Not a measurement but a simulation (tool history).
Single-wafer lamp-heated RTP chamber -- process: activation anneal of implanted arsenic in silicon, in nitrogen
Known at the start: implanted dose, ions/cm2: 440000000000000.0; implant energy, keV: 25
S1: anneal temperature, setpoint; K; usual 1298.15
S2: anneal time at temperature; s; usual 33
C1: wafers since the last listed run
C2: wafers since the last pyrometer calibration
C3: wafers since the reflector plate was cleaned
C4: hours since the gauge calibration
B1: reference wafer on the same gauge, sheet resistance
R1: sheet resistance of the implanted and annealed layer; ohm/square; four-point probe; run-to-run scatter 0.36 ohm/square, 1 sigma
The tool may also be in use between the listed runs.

| run | hour | S1 | S2 | C1 | C2 | C3 | C4 | B1 | R1 |
|---|---|---|---|---|---|---|---|---|---|
| 1 | 0.0 | 1291.15 | 43 | 0 | 3176 | 2890 | 929.1 | 271.13 | 234.30 |
|  | 76.9 | pyrometer window cleaned and pyrometer calibrated |
| 2 | 98.3 | 1291.15 | 43 | 905 | 214 | 3795 | 1027.4 | 270.85 | 234.18 |
| 3 | 173.2 | 1291.15 | 43 | 750 | 965 | 4546 | 1102.3 | 271.05 | 233.64 |
|  | 250.3 | reflector plate cleaned |
| 4 | 251.5 | 1298.15 | 33 | 704 | 1670 | 12 | 1180.6 | 271.09 | 236.10 |
| 5 | 332.7 | 1298.15 | 27 | 813 | 2484 | 825 | 1261.8 | 271.11 | 236.81 |
| 6 | 400.7 | 1298.15 | 27 | 681 | 3165 | 1507 | 1329.8 | 270.99 | 236.18 |
|  | 478.5 | pyrometer window cleaned and pyrometer calibrated |
| 7 | 482.9 | 1298.15 | 33 | 743 | 44 | 2251 | 1412.0 | 271.06 | 236.15 |
| 8 | 552.8 | 1298.15 | 33 | 700 | 744 | 2952 | 1481.9 | 270.91 | 235.53 |
|  | 649.2 | reflector plate cleaned |
|  | 794.4 | gauge calibrated |
| 9 | 816.0 | 1290.15 | 33 | 2558 | 3302 | 1671 | 21.6 | 271.04 | 236.24 |
|  | 849.6 | pyrometer window cleaned and pyrometer calibrated |
| 10 | 892.8 | 1290.15 | 33 | 689 | 433 | 2361 | 98.4 | 270.99 | 237.45 |
| 11 | 968.5 | 1290.15 | 33 | 758 | 1192 | 3120 | 174.1 | 271.11 | 236.96 |
| 12 | 1011.3 | 1291.15 | 43 | 429 | 1621 | 3549 | 216.9 | 271.19 | 234.49 |
| 13 | 1096.4 | 1298.15 | 17 | 853 | 2474 | 4402 | 302.0 | 270.90 | 239.30 |
|  | 1147.9 | reflector plate cleaned |
| 14 | 1152.3 | 1298.15 | 48 | 480 | 2954 | 43 | 357.9 | 271.04 | 232.37 |
|  | 1196.2 | pyrometer window cleaned and pyrometer calibrated |
| 15 | 1196.7 | 1298.15 | 33 | 364 | 4 | 408 | 402.3 | 270.97 | 236.39 |
| 16 | 1291.2 | 1298.15 | 49 | 947 | 952 | 1355 | 496.8 | 270.94 | 233.33 |
| 17 | 1378.5 | 1326.15 | 33 | 875 | 1827 | 2231 | 584.1 | 270.94 | 229.47 |
| 18 | 1478.9 | 1287.15 | 25 | 1006 | 2833 | 3237 | 684.5 | 271.22 | 237.82 |
|  | 1533.4 | pyrometer window cleaned and pyrometer calibrated |
|  | 1553.2 | reflector plate cleaned |
| 19 | 1647.1 | 1280.15 | 51 | 1525 | 1059 | 940 | 852.7 | 271.02 | 235.81 |
| 20 | 1749.7 | 1283.15 | 48 | 1028 | 2088 | 1969 | 955.3 | 270.84 | 234.93 |
| 21 | 1799.8 | 1308.15 | 43 | 502 | 2590 | 2471 | 1005.4 | 271.09 | 230.90 |
| 22 | 1899.3 | 1287.15 | 51 | 997 | 3587 | 3469 | 1104.9 | 271.09 | 232.85 |
|  | 1942.1 | pyrometer window cleaned and pyrometer calibrated |
| 23 | 1954.6 | 1280.15 | 24 | 474 | 124 | 3943 | 1160.2 | 270.96 | 240.48 |

For some of the steps in R1 from one run to the next: how much would appear even if the tool had no hidden state, given the settings, what came in and random variation, and how much remains for the hidden state plus any gauge scatter that the measured result and the result without hidden state don't share?
Hidden state at play: true wafer temperature minus pyrometer reading, K; wafer temperature error from the tarnished reflector plate, K; gauge reads high (%).
Run 14 -> 15: S2 48 -> 33, pyrometer window cleaned and pyrometer calibrated. R1 +4.02 ohm/square: hidden state +1.57, all else +2.45.
Run 17 -> 18: S1 1326.15 -> 1287.15, S2 33 -> 25. R1 +8.35 ohm/square: hidden state +0.02, all else +8.33.
Run 22 -> 23: S1 1287.15 -> 1280.15, S2 51 -> 24, pyrometer window cleaned and pyrometer calibrated. R1 +7.63 ohm/square: hidden state +2.17, all else +5.46.

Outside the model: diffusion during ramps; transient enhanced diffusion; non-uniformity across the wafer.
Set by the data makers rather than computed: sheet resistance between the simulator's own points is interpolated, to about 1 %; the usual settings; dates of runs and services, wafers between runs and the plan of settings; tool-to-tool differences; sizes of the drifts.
